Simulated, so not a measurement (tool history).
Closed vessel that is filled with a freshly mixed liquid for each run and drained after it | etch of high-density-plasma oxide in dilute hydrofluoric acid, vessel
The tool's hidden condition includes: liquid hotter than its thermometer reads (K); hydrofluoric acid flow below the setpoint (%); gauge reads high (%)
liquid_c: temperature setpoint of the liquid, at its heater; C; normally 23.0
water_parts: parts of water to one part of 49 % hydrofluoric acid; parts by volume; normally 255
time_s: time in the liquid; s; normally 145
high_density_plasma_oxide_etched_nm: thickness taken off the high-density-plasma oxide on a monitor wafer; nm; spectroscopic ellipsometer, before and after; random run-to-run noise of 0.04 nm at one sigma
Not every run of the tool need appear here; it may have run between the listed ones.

run,day,liquid_c,water_parts,time_s,wafers since the last listed run,hours since the thermometer was replaced,hours since the hydrofluoric acid flow meter was replaced,hours since the gauge calibration,"read-back film thickness of the high-density-plasma oxide reference wafer, read on the same gauge (nm)",high_density_plasma_oxide_etched_nm
1,0.000,23.0,255,145,0,1956.4,992.0,260.2,40.029,4.519
2,0.942,23.0,255,145,3115,1979.0,1014.6,282.8,40.012,4.527
3,2.146,23.0,255,165,3983,2007.9,1043.5,311.7,40.007,5.225
4,2.838,23.0,255,165,2288,2024.5,1060.1,328.3,40.003,5.189
5,4.308,23.0,255,165,4865,2059.8,1095.4,363.6,40.001,5.171
6,5.192,23.0,255,145,2922,2081.0,1116.6,384.8,40.004,4.517
7,6.088,23.0,255,145,2963,2102.5,1138.1,406.3,40.000,4.562
8,6.779,23.0,255,145,2288,2119.1,1154.7,422.9,39.969,4.445
9,7.604,23.0,255,145,2729,2138.9,1174.5,442.7,40.017,4.475
10,8.438,23.0,255,145,2756,2158.9,1194.5,462.7,40.008,4.438
11,9.875,23.0,255,145,4755,2193.4,1229.0,497.2,40.002,4.524
12,10.917,23.0,255,190,3445,2218.4,1254.0,522.2,40.008,5.966
# day 11.679: gauge calibrated
13,12.067,23.0,255,190,3804,2246.0,1281.6,9.3,40.003,5.955
14,12.638,23.0,255,190,1888,2259.7,1295.3,23.0,39.995,5.920
15,13.683,23.0,255,190,3459,2284.8,1320.4,48.1,40.002,5.910
16,16.754,25.5,330,180,10158,2358.5,1394.1,121.8,40.004,4.343
17,17.417,20.0,315,180,2191,2374.4,1410.0,137.7,40.027,3.866
18,18.650,18.5,310,220,4079,2404.0,1439.6,167.3,39.991,4.643
19,19.200,23.0,255,95,1819,2417.2,1452.8,180.5,39.984,2.937
20,20.512,26.5,255,145,4341,2448.7,1484.3,212.0,39.996,5.137
# day 21.725: thermometer replaced
21,21.854,24.5,255,145,4300,3.1,1516.5,244.2,40.001,4.852
22,22.733,26.0,255,210,2908,24.2,1537.6,265.3,40.005,7.241
# day 23.492: hydrofluoric acid flow meter replaced
23,23.521,21.5,325,170,2467,43.1,0.7,284.2,40.015,3.704
24,24.846,23.0,255,145,4383,74.9,32.5,316.0,39.964,4.514
25,25.542,21.5,180,100,2301,91.6,49.2,332.7,40.000,4.567
26,27.317,24.5,325,145,5871,134.2,91.8,375.3,40.000,3.505
27,28.583,27.0,320,200,4190,164.6,122.2,405.7,39.987,5.353
28,29.675,28.0,255,145,3611,190.8,148.4,431.9,40.035,5.358
29,30.571,23.0,255,145,2963,212.3,169.9,453.4,40.004,4.505

For each run, what was the tool's unlogged condition?
liquid hotter than its thermometer reads (K): 0 on each run
hydrofluoric acid flow below the setpoint (%): 0 on each run
gauge reads high (%): 0 on each run

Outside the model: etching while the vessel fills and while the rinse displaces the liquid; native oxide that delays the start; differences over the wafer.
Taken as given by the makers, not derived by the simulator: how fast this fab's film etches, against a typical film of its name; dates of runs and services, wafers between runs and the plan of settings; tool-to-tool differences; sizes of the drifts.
